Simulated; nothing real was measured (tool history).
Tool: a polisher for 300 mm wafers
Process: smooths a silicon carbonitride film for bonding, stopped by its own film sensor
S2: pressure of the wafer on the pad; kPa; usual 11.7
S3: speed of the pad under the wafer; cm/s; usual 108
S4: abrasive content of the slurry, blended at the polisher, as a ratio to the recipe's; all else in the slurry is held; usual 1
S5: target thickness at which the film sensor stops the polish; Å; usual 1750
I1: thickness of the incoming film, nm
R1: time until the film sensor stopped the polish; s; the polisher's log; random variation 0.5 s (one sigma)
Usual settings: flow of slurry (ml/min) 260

{"run": 1, "hour": 0.0, "flow of slurry (ml/min)": 260, "S2": 11.7, "S3": 108, "S4": 1, "S5": 1750, "I1": 188.9, "R1": 58.7}
{"run": 2, "hour": 14.2, "flow of slurry (ml/min)": 260, "S2": 11.7, "S3": 108, "S4": 1, "S5": 1750, "I1": 188, "R1": 54.4}
{"hour": 17.1, "done": "slurry blender recalibrated"}
{"hour": 25.3, "done": "slurry nozzle cleaned"}
{"run": 3, "hour": 47.2, "flow of slurry (ml/min)": 260, "S2": 11.7, "S3": 108, "S4": 1, "S5": 1750, "I1": 189.2, "R1": 60.7}
{"hour": 80.9, "done": "worn pad replaced by a new one"}
{"hour": 102.3, "done": "head pressure recalibrated"}
{"run": 4, "hour": 102.8, "flow of slurry (ml/min)": 260, "S2": 11.7, "S3": 108, "S4": 1, "S5": 1750, "I1": 190.1, "R1": 62.3}
{"run": 5, "hour": 132.2, "flow of slurry (ml/min)": 260, "S2": 11.7, "S3": 108, "S4": 1, "S5": 1750, "I1": 190.8, "R1": 66}
{"run": 6, "hour": 158.2, "flow of slurry (ml/min)": 260, "S2": 11.7, "S3": 108, "S4": 1, "S5": 1750, "I1": 187.7, "R1": 53.6}
{"run": 7, "hour": 181.6, "flow of slurry (ml/min)": 260, "S2": 11.7, "S3": 108, "S4": 1, "S5": 1750, "I1": 190.1, "R1": 63.9}
{"hour": 191.1, "done": "slurry blender recalibrated"}
{"hour": 262.1, "done": "worn pad replaced by a new one"}
{"run": 8, "hour": 263.9, "flow of slurry (ml/min)": 260, "S2": 11.7, "S3": 80, "S4": 1, "S5": 1750, "I1": 187.7, "R1": 65.1}
{"run": 9, "hour": 278.0, "flow of slurry (ml/min)": 260, "S2": 11.7, "S3": 80, "S4": 1, "S5": 1750, "I1": 188.2, "R1": 68.9}
{"run": 10, "hour": 307.2, "flow of slurry (ml/min)": 260, "S2": 11.7, "S3": 80, "S4": 1, "S5": 1750, "I1": 190.4, "R1": 80.3}
{"run": 11, "hour": 338.7, "flow of slurry (ml/min)": 190, "S2": 11.7, "S3": 108, "S4": 1, "S5": 1750, "I1": 191.9, "R1": 73.4}
{"run": 12, "hour": 363.1, "flow of slurry (ml/min)": 260, "S2": 11.7, "S3": 108, "S4": 1, "S5": 1750, "I1": 189.8, "R1": 62.2}
{"hour": 373.7, "done": "slurry blender recalibrated"}
{"run": 13, "hour": 391.9, "flow of slurry (ml/min)": 260, "S2": 11.7, "S3": 94, "S4": 0.75, "S5": 1750, "I1": 189.6, "R1": 77.7}
{"hour": 409.7, "done": "slurry nozzle cleaned"}
{"run": 14, "hour": 412.7, "flow of slurry (ml/min)": 260, "S2": 11.7, "S3": 108, "S4": 1.25, "S5": 1750, "I1": 189.4, "R1": 56.2}
{"run": 15, "hour": 433.3, "flow of slurry (ml/min)": 180, "S2": 11.7, "S3": 108, "S4": 1, "S5": 1780, "I1": 192.3, "R1": 64.4}
{"run": 16, "hour": 450.2, "flow of slurry (ml/min)": 260, "S2": 9.7, "S3": 108, "S4": 1, "S5": 1750, "I1": 190.7, "R1": 75.8}
{"run": 17, "hour": 473.4, "flow of slurry (ml/min)": 260, "S2": 11.7, "S3": 108, "S4": 1, "S5": 1750, "I1": 192.5, "R1": 74.6}
{"hour": 481.2, "done": "worn pad replaced by a new one"}
{"run": 18, "hour": 489.6, "flow of slurry (ml/min)": 180, "S2": 11.7, "S3": 130, "S4": 1.15, "S5": 1710, "I1": 190.4, "R1": 67.6}

The next listed run, before its measurement:
{"run": 19, "hour": 508.9, "flow of slurry (ml/min)": 260, "S2": 11.7, "S3": 108, "S4": 1, "S5": 1750, "I1": 188.3, "R1": "?"}

{"run 19": {"R1": 55.2}}
Without the tool's hidden state the same run would have given R1 54.6 s.
